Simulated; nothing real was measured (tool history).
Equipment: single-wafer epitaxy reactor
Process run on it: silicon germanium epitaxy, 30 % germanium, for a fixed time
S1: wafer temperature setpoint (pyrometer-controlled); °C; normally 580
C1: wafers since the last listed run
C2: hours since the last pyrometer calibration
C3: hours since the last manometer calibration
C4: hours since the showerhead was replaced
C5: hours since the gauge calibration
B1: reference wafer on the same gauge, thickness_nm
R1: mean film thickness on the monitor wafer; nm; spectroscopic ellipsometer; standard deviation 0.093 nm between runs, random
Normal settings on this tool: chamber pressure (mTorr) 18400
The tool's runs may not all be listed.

{"run": 1, "hour": 0.0, "S1": 580, "chamber pressure (mTorr)": 19500, "C1": 0, "C2": 141.7, "C3": 978.6, "C4": 4060.8, "C5": 188.1, "B1": 43.999, "R1": 39.971}
{"run": 2, "hour": 47.5, "S1": 580, "chamber pressure (mTorr)": 18400, "C1": 503, "C2": 189.2, "C3": 1026.1, "C4": 4108.3, "C5": 235.6, "B1": 44.04, "R1": 38.995}
{"hour": 177.2, "done": "capacitance manometer re-zeroed and calibrated"}
{"run": 3, "hour": 323.0, "S1": 580, "chamber pressure (mTorr)": 20200, "C1": 2836, "C2": 464.7, "C3": 145.8, "C4": 4383.8, "C5": 511.1, "B1": 44.013, "R1": 40.742}
{"run": 4, "hour": 411.7, "S1": 580, "chamber pressure (mTorr)": 20200, "C1": 940, "C2": 553.4, "C3": 234.5, "C4": 4472.5, "C5": 599.8, "B1": 44.011, "R1": 40.656}
{"run": 5, "hour": 473.2, "S1": 580, "chamber pressure (mTorr)": 20200, "C1": 652, "C2": 614.9, "C3": 296, "C4": 4534, "C5": 661.3, "B1": 43.958, "R1": 40.779}
{"run": 6, "hour": 605.4, "S1": 587, "chamber pressure (mTorr)": 17100, "C1": 1401, "C2": 747.1, "C3": 428.2, "C4": 4666.2, "C5": 793.5, "B1": 44.015, "R1": 44.536}
{"run": 7, "hour": 674.7, "S1": 587, "chamber pressure (mTorr)": 17100, "C1": 734, "C2": 816.4, "C3": 497.5, "C4": 4735.5, "C5": 862.8, "B1": 44.002, "R1": 44.432}
{"run": 8, "hour": 750.6, "S1": 587, "chamber pressure (mTorr)": 17100, "C1": 804, "C2": 892.3, "C3": 573.4, "C4": 4811.4, "C5": 938.7, "B1": 43.946, "R1": 44.4}
{"run": 9, "hour": 853.3, "S1": 580, "chamber pressure (mTorr)": 20000, "C1": 1089, "C2": 995, "C3": 676.1, "C4": 4914.1, "C5": 1041.4, "B1": 44.023, "R1": 40.969}
{"run": 10, "hour": 907.6, "S1": 580, "chamber pressure (mTorr)": 20000, "C1": 575, "C2": 1049.3, "C3": 730.4, "C4": 4968.4, "C5": 1095.7, "B1": 44.007, "R1": 40.947}
{"run": 11, "hour": 964.1, "S1": 580, "chamber pressure (mTorr)": 20000, "C1": 599, "C2": 1105.8, "C3": 786.9, "C4": 5024.9, "C5": 1152.2, "B1": 43.999, "R1": 40.879}
{"run": 12, "hour": 1124.3, "S1": 588, "chamber pressure (mTorr)": 18400, "C1": 1698, "C2": 1266, "C3": 947.1, "C4": 5185.1, "C5": 1312.4, "B1": 43.976, "R1": 47.347}
{"hour": 1153.5, "done": "capacitance manometer re-zeroed and calibrated"}
{"run": 13, "hour": 1167.4, "S1": 588, "chamber pressure (mTorr)": 18400, "C1": 372, "C2": 1309.1, "C3": 13.9, "C4": 5228.2, "C5": 1355.5, "B1": 43.995, "R1": 47.231}
{"run": 14, "hour": 1223.2, "S1": 588, "chamber pressure (mTorr)": 18400, "C1": 591, "C2": 1364.9, "C3": 69.7, "C4": 5284, "C5": 1411.3, "B1": 44.042, "R1": 47.367}
{"hour": 1283.4, "done": "pyrometer calibrated"}
{"run": 15, "hour": 1303.4, "S1": 580, "chamber pressure (mTorr)": 18400, "C1": 765, "C2": 20, "C3": 149.9, "C4": 5364.2, "C5": 1491.5, "B1": 43.999, "R1": 38.904}
{"run": 16, "hour": 1343.8, "S1": 580, "chamber pressure (mTorr)": 21800, "C1": 428, "C2": 60.4, "C3": 190.3, "C4": 5404.6, "C5": 1531.9, "B1": 43.985, "R1": 41.544}
{"run": 17, "hour": 1447.3, "S1": 567, "chamber pressure (mTorr)": 16700, "C1": 1097, "C2": 163.9, "C3": 293.8, "C4": 5508.1, "C5": 1635.4, "B1": 44.005, "R1": 28.01}
{"run": 18, "hour": 1541.1, "S1": 568, "chamber pressure (mTorr)": 21800, "C1": 994, "C2": 257.7, "C3": 387.6, "C4": 5601.9, "C5": 1729.2, "B1": 44.002, "R1": 31.975}
{"run": 19, "hour": 1587.7, "S1": 580, "chamber pressure (mTorr)": 18400, "C1": 494, "C2": 304.3, "C3": 434.2, "C4": 5648.5, "C5": 1775.8, "B1": 43.961, "R1": 38.925}
{"hour": 1608.2, "done": "gauge calibrated"}
{"run": 20, "hour": 1626.0, "S1": 573, "chamber pressure (mTorr)": 16200, "C1": 406, "C2": 342.6, "C3": 472.5, "C4": 5686.8, "C5": 17.8, "B1": 44.04, "R1": 31.606}

Run 21 is up next; what results do you expect?
{"hour": 1679.6, "done": "showerhead replaced"}
{"run": 21, "hour": 1699.4, "S1": 587, "chamber pressure (mTorr)": 17100, "C1": 693, "C2": 416, "C3": 545.9, "C4": 19.8, "C5": 91.2, "B1": "?", "R1": "?"}

{"run 21": {"B1": 43.99, "R1": 44.12}}
Without the tool's hidden state the same run would have given R1 44.131 nm.

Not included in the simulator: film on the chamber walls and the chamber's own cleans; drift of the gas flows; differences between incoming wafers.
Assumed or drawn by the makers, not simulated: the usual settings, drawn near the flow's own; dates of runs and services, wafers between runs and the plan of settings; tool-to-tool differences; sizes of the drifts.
